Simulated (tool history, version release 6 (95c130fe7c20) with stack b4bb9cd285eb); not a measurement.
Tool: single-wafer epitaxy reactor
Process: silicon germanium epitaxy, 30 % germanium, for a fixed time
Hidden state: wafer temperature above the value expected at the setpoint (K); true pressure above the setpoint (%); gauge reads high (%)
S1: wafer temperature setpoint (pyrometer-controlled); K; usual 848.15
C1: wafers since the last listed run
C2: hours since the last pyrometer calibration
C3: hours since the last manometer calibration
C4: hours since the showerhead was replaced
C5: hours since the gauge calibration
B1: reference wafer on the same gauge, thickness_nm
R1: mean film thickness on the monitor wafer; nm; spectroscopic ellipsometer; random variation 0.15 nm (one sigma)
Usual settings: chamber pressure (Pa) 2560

{"run": 1, "hour": 0.0, "S1": 848.15, "chamber pressure (Pa)": 2560, "C1": 0, "C2": 2337.2, "C3": 1264, "C4": 5470.1, "C5": 225.3, "B1": 37.398, "R1": 35.401}
{"run": 2, "hour": 12.2, "S1": 848.15, "chamber pressure (Pa)": 2560, "C1": 286, "C2": 2349.4, "C3": 1276.2, "C4": 5482.3, "C5": 237.5, "B1": 37.373, "R1": 35.573}
{"run": 3, "hour": 21.7, "S1": 848.15, "chamber pressure (Pa)": 2560, "C1": 223, "C2": 2358.9, "C3": 1285.7, "C4": 5491.8, "C5": 247, "B1": 37.389, "R1": 35.397}
{"run": 4, "hour": 35.5, "S1": 848.15, "chamber pressure (Pa)": 2560, "C1": 324, "C2": 2372.7, "C3": 1299.5, "C4": 5505.6, "C5": 260.8, "B1": 37.412, "R1": 35.341}
{"run": 5, "hour": 44.2, "S1": 848.15, "chamber pressure (Pa)": 2560, "C1": 204, "C2": 2381.4, "C3": 1308.2, "C4": 5514.3, "C5": 269.5, "B1": 37.441, "R1": 35.215}
{"run": 6, "hour": 51.8, "S1": 848.15, "chamber pressure (Pa)": 2560, "C1": 178, "C2": 2389, "C3": 1315.8, "C4": 5521.9, "C5": 277.1, "B1": 37.429, "R1": 35.358}
{"run": 7, "hour": 65.7, "S1": 848.15, "chamber pressure (Pa)": 2560, "C1": 326, "C2": 2402.9, "C3": 1329.7, "C4": 5535.8, "C5": 291, "B1": 37.423, "R1": 35.721}
{"run": 8, "hour": 75.3, "S1": 841.15, "chamber pressure (Pa)": 2560, "C1": 225, "C2": 2412.5, "C3": 1339.3, "C4": 5545.4, "C5": 300.6, "B1": 37.436, "R1": 31.509}
{"run": 9, "hour": 81.5, "S1": 848.15, "chamber pressure (Pa)": 2560, "C1": 145, "C2": 2418.7, "C3": 1345.5, "C4": 5551.6, "C5": 306.8, "B1": 37.421, "R1": 35.319}
{"run": 10, "hour": 93.1, "S1": 843.15, "chamber pressure (Pa)": 2560, "C1": 272, "C2": 2430.3, "C3": 1357.1, "C4": 5563.2, "C5": 318.4, "B1": 37.435, "R1": 32.645}
{"run": 11, "hour": 102.2, "S1": 843.15, "chamber pressure (Pa)": 2560, "C1": 213, "C2": 2439.4, "C3": 1366.2, "C4": 5572.3, "C5": 327.5, "B1": 37.425, "R1": 32.565}
{"run": 12, "hour": 109.2, "S1": 843.15, "chamber pressure (Pa)": 2560, "C1": 164, "C2": 2446.4, "C3": 1373.2, "C4": 5579.3, "C5": 334.5, "B1": 37.405, "R1": 32.467}
{"run": 13, "hour": 124.4, "S1": 848.15, "chamber pressure (Pa)": 2560, "C1": 357, "C2": 2461.6, "C3": 1388.4, "C4": 5594.5, "C5": 349.7, "B1": 37.379, "R1": 35.383}
{"run": 14, "hour": 135.6, "S1": 848.15, "chamber pressure (Pa)": 2560, "C1": 263, "C2": 2472.8, "C3": 1399.6, "C4": 5605.7, "C5": 360.9, "B1": 37.409, "R1": 35.515}
{"hour": 144.5, "done": "pyrometer calibrated"}
{"run": 15, "hour": 145.0, "S1": 848.15, "chamber pressure (Pa)": 2560, "C1": 32, "C2": 0.5, "C3": 1409, "C4": 5615.1, "C5": 370.3, "B1": 37.409, "R1": 35.183}
{"run": 16, "hour": 154.1, "S1": 854.15, "chamber pressure (Pa)": 2560, "C1": 213, "C2": 9.6, "C3": 1418.1, "C4": 5624.2, "C5": 379.4, "B1": 37.394, "R1": 39.041}
{"run": 17, "hour": 170.6, "S1": 848.15, "chamber pressure (Pa)": 2560, "C1": 387, "C2": 26.1, "C3": 1434.6, "C4": 5640.7, "C5": 395.9, "B1": 37.376, "R1": 35.693}
{"hour": 177.6, "done": "gauge calibrated"}
{"hour": 184.1, "done": "capacitance manometer re-zeroed and calibrated"}
{"run": 18, "hour": 186.8, "S1": 848.15, "chamber pressure (Pa)": 2560, "C1": 192, "C2": 42.3, "C3": 2.7, "C4": 5656.9, "C5": 9.2, "B1": 37.399, "R1": 35.613}
{"run": 19, "hour": 194.8, "S1": 848.15, "chamber pressure (Pa)": 2560, "C1": 188, "C2": 50.3, "C3": 10.7, "C4": 5664.9, "C5": 17.2, "B1": 37.393, "R1": 35.219}
{"run": 20, "hour": 204.6, "S1": 838.15, "chamber pressure (Pa)": 3026, "C1": 230, "C2": 60.1, "C3": 20.5, "C4": 5674.7, "C5": 27, "B1": 37.396, "R1": 32.224}
{"run": 21, "hour": 213.2, "S1": 848.15, "chamber pressure (Pa)": 2560, "C1": 202, "C2": 68.7, "C3": 29.1, "C4": 5683.3, "C5": 35.6, "B1": 37.418, "R1": 35.397}
{"run": 22, "hour": 229.0, "S1": 839.15, "chamber pressure (Pa)": 2786, "C1": 371, "C2": 84.5, "C3": 44.9, "C4": 5699.1, "C5": 51.4, "B1": 37.454, "R1": 31.536}
{"run": 23, "hour": 242.7, "S1": 860.15, "chamber pressure (Pa)": 2186, "C1": 322, "C2": 98.2, "C3": 58.6, "C4": 5712.8, "C5": 65.1, "B1": 37.384, "R1": 40.487}
{"run": 24, "hour": 256.8, "S1": 848.15, "chamber pressure (Pa)": 1933, "C1": 331, "C2": 112.3, "C3": 72.7, "C4": 5726.9, "C5": 79.2, "B1": 37.379, "R1": 31.629}
{"run": 25, "hour": 265.7, "S1": 860.15, "chamber pressure (Pa)": 2280, "C1": 209, "C2": 121.2, "C3": 81.6, "C4": 5735.8, "C5": 88.1, "B1": 37.378, "R1": 41.332}
{"hour": 281.0, "done": "showerhead replaced"}
{"run": 26, "hour": 283.3, "S1": 852.15, "chamber pressure (Pa)": 2373, "C1": 225, "C2": 138.8, "C3": 99.2, "C4": 2.3, "C5": 105.7, "B1": 37.396, "R1": 36.669}
{"run": 27, "hour": 300.9, "S1": 852.15, "chamber pressure (Pa)": 2560, "C1": 413, "C2": 156.4, "C3": 116.8, "C4": 19.9, "C5": 123.3, "B1": 37.401, "R1": 37.819}
{"run": 28, "hour": 315.1, "S1": 861.15, "chamber pressure (Pa)": 1947, "C1": 333, "C2": 170.6, "C3": 131, "C4": 34.1, "C5": 137.5, "B1": 37.373, "R1": 39.332}
{"run": 29, "hour": 327.0, "S1": 848.15, "chamber pressure (Pa)": 2560, "C1": 279, "C2": 182.5, "C3": 142.9, "C4": 46, "C5": 149.4, "B1": 37.354, "R1": 35.512}
{"run": 30, "hour": 337.3, "S1": 848.15, "chamber pressure (Pa)": 2200, "C1": 242, "C2": 192.8, "C3": 153.2, "C4": 56.3, "C5": 159.7, "B1": 37.398, "R1": 32.918}
{"run": 31, "hour": 351.4, "S1": 837.15, "chamber pressure (Pa)": 2760, "C1": 331, "C2": 206.9, "C3": 167.3, "C4": 70.4, "C5": 173.8, "B1": 37.413, "R1": 30.164}
{"run": 32, "hour": 403.2, "S1": 842.15, "chamber pressure (Pa)": 2560, "C1": 1217, "C2": 258.7, "C3": 219.1, "C4": 122.2, "C5": 225.6, "B1": 37.432, "R1": 31.83}
{"run": 33, "hour": 410.1, "S1": 848.15, "chamber pressure (Pa)": 2560, "C1": 162, "C2": 265.6, "C3": 226, "C4": 129.1, "C5": 232.5, "B1": 37.426, "R1": 35.585}

4 ways to go on from here, each from the tool as it stands after run 33. What would each give?
{"run": "A", "hour": 410.5, "S1": 848.15, "chamber pressure (Pa)": 2560, "C1": 9, "C2": 266, "C3": 226.4, "C4": 129.5, "C5": 232.9, "B1": "?", "R1": "?"}
{"run": "B", "hour": 410.5, "S1": 854.15, "chamber pressure (Pa)": 2226, "C1": 9, "C2": 266, "C3": 226.4, "C4": 129.5, "C5": 232.9, "B1": "?", "R1": "?"}
{"run": "C", "hour": 410.5, "S1": 862.15, "chamber pressure (Pa)": 2146, "C1": 9, "C2": 266, "C3": 226.4, "C4": 129.5, "C5": 232.9, "B1": "?", "R1": "?"}
{"run": "D", "hour": 410.5, "S1": 842.15, "chamber pressure (Pa)": 2400, "C1": 9, "C2": 266, "C3": 226.4, "C4": 129.5, "C5": 232.9, "B1": "?", "R1": "?"}

run=A B1=37.418 R1=35.255
run=B B1=37.418 R1=36.82
run=C B1=37.418 R1=41.44
run=D B1=37.418 R1=30.966
Without the tool's hidden state the same runs would have given:
run=A R1=35.255
run=B R1=36.82
run=C R1=41.44
run=D R1=30.966
